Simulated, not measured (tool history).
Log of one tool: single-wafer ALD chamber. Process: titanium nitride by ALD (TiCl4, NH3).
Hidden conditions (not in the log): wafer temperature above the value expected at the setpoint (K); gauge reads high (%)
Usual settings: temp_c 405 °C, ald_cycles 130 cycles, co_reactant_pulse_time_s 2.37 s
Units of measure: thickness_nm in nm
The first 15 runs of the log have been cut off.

run,hour,temp_c,ald_cycles,co_reactant_pulse_time_s,wafers since the last listed run,hours since the last thermocouple change,hours since the showerhead was replaced,hours since the gauge calibration,"read-back reference wafer on the same gauge, thickness_nm",thickness_nm
16,278.4,405,113,2.09,39,126.1,125.9,246.9,3.017,2.309
17,293,405,113,2.09,31,140.7,140.5,261.5,3.02,2.309
18,304.5,405,130,3.29,25,152.2,152,273,3.018,2.705
19,316.6,415,116,3.2,26,164.3,164.1,285.1,3.02,2.421
20,322.9,399,114,2.81,13,170.6,170.4,291.4,3.02,2.348
21,331.6,412,140,1.92,18,179.3,179.1,300.1,3.02,2.875
22,349.6,391,130,2.77,39,197.3,197.1,318.1,3.02,2.677
# hour 353.8: gauge calibrated
23,368.3,405,130,2.37,40,216,215.8,14.5,3.02,2.678
24,379.5,405,118,2.37,24,227.2,227,25.7,3.021,2.423
25,394.7,418,105,2.37,33,242.4,242.2,40.9,3.022,2.19
26,407.9,405,137,2.66,28,255.6,255.4,54.1,3.019,2.842
27,423.6,394,120,3.14,34,271.3,271.1,69.8,3.019,2.472
28,437,405,130,2.63,29,284.7,284.5,83.2,3.02,2.683
29,450.2,399,130,2.37,28,297.9,297.7,96.4,3.018,2.681
30,461.4,418,130,1.44,24,309.1,308.9,107.6,3.02,2.644

Run 31 comes next. What will it give?
31,469,405,114,2.37,16,316.7,316.5,115.2,?,?

Run 31 came out at read-back reference wafer on the same gauge, thickness_nm 3.018, thickness_nm 2.357 nm.
With the hidden condition absent and the run-to-run variation left alone, this run would have shown thickness_nm 2.357 nm.
